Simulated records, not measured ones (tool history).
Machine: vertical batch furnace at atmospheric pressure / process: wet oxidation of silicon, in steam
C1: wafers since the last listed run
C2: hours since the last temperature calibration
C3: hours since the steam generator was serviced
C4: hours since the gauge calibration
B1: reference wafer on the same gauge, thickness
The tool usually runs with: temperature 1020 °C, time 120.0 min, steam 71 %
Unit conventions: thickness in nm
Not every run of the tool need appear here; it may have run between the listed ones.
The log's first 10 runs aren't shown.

-- day=9.088 thermocouples replaced and temperature profile calibrated
run 11 day=9.108 | temperature=1008 time=152.5 steam=71 | C1=146 C2=0.5 C3=3952.6 C4=273.4 | B1=747.37 | thickness=710.65
run 12 day=9.358 | temperature=1020 time=120.0 steam=71 | C1=58 C2=6.5 C3=3958.6 C4=279.4 | B1=746.81 | thickness=652.60
run 13 day=9.633 | temperature=1020 time=120.0 steam=71 | C1=63 C2=13.1 C3=3965.2 C4=286.0 | B1=746.79 | thickness=654.51
run 14 day=11.583 | temperature=1020 time=120.0 steam=71 | C1=452 C2=59.9 C3=4012.0 C4=332.8 | B1=747.19 | thickness=652.92
-- day=13.242 steam generator serviced
run 15 day=13.262 | temperature=1020 time=120.0 steam=71 | C1=157 C2=100.2 C3=0.5 C4=373.1 | B1=746.75 | thickness=685.50
run 16 day=13.508 | temperature=1020 time=120.0 steam=71 | C1=57 C2=106.1 C3=6.4 C4=379.0 | B1=746.85 | thickness=685.33
run 17 day=13.804 | temperature=1013 time=140.0 steam=65 | C1=68 C2=113.2 C3=13.5 C4=386.1 | B1=747.09 | thickness=689.81
run 18 day=14.592 | temperature=1004 time=177.0 steam=71 | C1=182 C2=132.1 C3=32.4 C4=405.0 | B1=747.56 | thickness=797.24
run 19 day=15.629 | temperature=1020 time=120.0 steam=71 | C1=240 C2=157.0 C3=57.3 C4=429.9 | B1=746.77 | thickness=683.81
run 20 day=16.333 | temperature=1041 time=86.5 steam=71 | C1=163 C2=173.9 C3=74.2 C4=446.8 | B1=747.08 | thickness=624.00
-- day=16.408 gauge calibrated
run 21 day=17.333 | temperature=1020 time=142.0 steam=71 | C1=232 C2=197.9 C3=98.2 C4=22.2 | B1=746.70 | thickness=753.48
run 22 day=18.208 | temperature=1020 time=120.0 steam=71 | C1=203 C2=218.9 C3=119.2 C4=43.2 | B1=747.11 | thickness=686.19
run 23 day=18.838 | temperature=1040 time=174.5 steam=71 | C1=146 C2=234.0 C3=134.3 C4=58.3 | B1=747.08 | thickness=914.18
run 24 day=19.233 | temperature=1002 time=86.0 steam=66 | C1=91 C2=243.5 C3=143.8 C4=67.8 | B1=747.30 | thickness=496.69
run 25 day=19.933 | temperature=1029 time=178.5 steam=71 | C1=162 C2=260.3 C3=160.6 C4=84.6 | B1=747.33 | thickness=886.71
run 26 day=20.321 | temperature=1004 time=151.0 steam=74 | C1=89 C2=269.6 C3=169.9 C4=93.9 | B1=747.07 | thickness=742.39
run 27 day=21.329 | temperature=1002 time=91.0 steam=71 | C1=233 C2=293.8 C3=194.1 C4=118.1 | B1=747.55 | thickness=537.14
run 28 day=22.071 | temperature=1020 time=120.0 steam=71 | C1=172 C2=311.6 C3=211.9 C4=135.9 | B1=746.65 | thickness=684.40
run 29 day=22.571 | temperature=1020 time=120.0 steam=71 | C1=116 C2=323.6 C3=223.9 C4=147.9 | B1=747.59 | thickness=687.10
run 30 day=22.979 | temperature=997 time=149.0 steam=64 | C1=94 C2=333.4 C3=233.7 C4=157.7 | B1=747.11 | thickness=658.04
run 31 day=24.038 | temperature=1020 time=120.0 steam=60 | C1=245 C2=358.8 C3=259.1 C4=183.1 | B1=747.08 | thickness=622.25
run 32 day=24.438 | temperature=1020 time=120.0 steam=71 | C1=92 C2=368.4 C3=268.7 C4=192.7 | B1=747.16 | thickness=683.57

4 options for the next run, each taken on its own from the tool as it stands now. Forecast them:
run A day=24.692 | temperature=1001 time=120.0 steam=71 | C1=58 C2=374.5 C3=274.8 C4=198.8 | B1=? | thickness=?
run B day=24.692 | temperature=996 time=175.5 steam=65 | C1=58 C2=374.5 C3=274.8 C4=198.8 | B1=? | thickness=?
run C day=24.692 | temperature=1028 time=120.0 steam=67 | C1=58 C2=374.5 C3=274.8 C4=198.8 | B1=? | thickness=?
run D day=24.692 | temperature=1009 time=136.5 steam=71 | C1=58 C2=374.5 C3=274.8 C4=198.8 | B1=? | thickness=?

run=A B1=746.95 thickness=628.19
run=B B1=746.95 thickness=725.85
run=C B1=746.95 thickness=686.94
run=D B1=746.95 thickness=702.29
Without the tool's unlogged condition, the same runs would have read:
run=A thickness=633.01
run=B thickness=731.38
run=C thickness=692.03
run=D thickness=707.58
